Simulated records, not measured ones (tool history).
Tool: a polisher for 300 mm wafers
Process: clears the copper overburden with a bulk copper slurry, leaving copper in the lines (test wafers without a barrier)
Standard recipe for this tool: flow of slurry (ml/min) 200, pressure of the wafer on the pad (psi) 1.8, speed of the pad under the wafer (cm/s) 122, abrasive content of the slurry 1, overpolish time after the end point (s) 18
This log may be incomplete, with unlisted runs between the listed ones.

run   hour  flow of slurry (ml/min)  pressure of the wafer on the pad (psi)  speed of the pad under the wafer (cm/s)  abrasive content of the slurry  overpolish time after the end point (s)  incoming thickness of the incoming film, nm  time until the end point was called (s)  dishing of a wide line in a test structure (angstrom)
  1      0                      200                                     1.8                                      122                               1                                       18                                       1039.9                                    199.6                                                    517
  2   24.5                      200                                     1.8                                      122                               1                                       18                                       1058.5                                    214.2                                                    508
      53.2  -- worn pad replaced by a new one
  3   53.5                      200                                     1.8                                      122                               1                                       18                                       1070.3                                    207.9                                                    490
     154.2  -- worn pad replaced by a new one
  4  154.7                      200                                     1.8                                      122                               1                                       18                                       1064.5                                    205.4                                                    534
  5  184.8                      200                                     1.8                                      122                               1                                       18                                         1070                                    207.7                                                    524
  6    214                      200                                     1.8                                      122                               1                                       18                                       1055.7                                    211.5                                                    511
  7  233.8                      200                                     1.8                                      122                               1                                       18                                         1081                                    222.9                                                    519
     269.1  -- worn pad replaced by a new one
  8  269.6                      200                                     1.5                                      122                               1                                       18                                       1061.9                                      243                                                    493
     276.5  -- slurry blender recalibrated
       282  -- head pressure recalibrated
  9  283.2                      200                                     2.2                                      146                            0.85                                       18                                       1055.8                                      149                                                    638
 10  305.6                      145                                     1.5                                      122                             1.2                                       25                                       1051.9                                    228.2                                                    579
 11  326.7                      170                                     1.3                                      156                               1                                       18                                         1043                                    220.1                                                    480
     338.4  -- slurry nozzle cleaned
 12  356.6                      155                                     1.8                                      108                               1                                       18                                       1074.3                                    246.1                                                    476
     364.2  -- worn pad replaced by a new one
 13  381.6                      200                                     1.8                                      122                               1                                       18                                       1071.8                                    200.6                                                    514
 14  402.4                      200                                     1.8                                      122                               1                                       18                                       1049.4                                    202.3                                                    533
 15  426.8                      200                                     2.1                                      122                               1                                       18                                       1039.9                                    184.4                                                    568

For each run, what was the tool's unlogged condition?
slurry flow missing at the pad, %: 0, the same for each run
deviation of the head's pressure from its setpoint, %: 0, the same for each run
H1: removal rate lost through wear of the pad, %
H2: abrasive missing from the slurry, %
run     H1    H2
  1   3.06  19.4
  2   5.88  20.3
  3   1.32  21.2
  4  0.363  23.4
  5   1.17  23.7
  6   3.43    24
  7    5.8  24.2
  8   1.15  24.5
  9   1.32  3.12
 10   2.29  6.53
 11      4  9.28
 12   7.72  12.5
 13    1.6  14.8
 14   2.59  16.4
 15   4.71    18
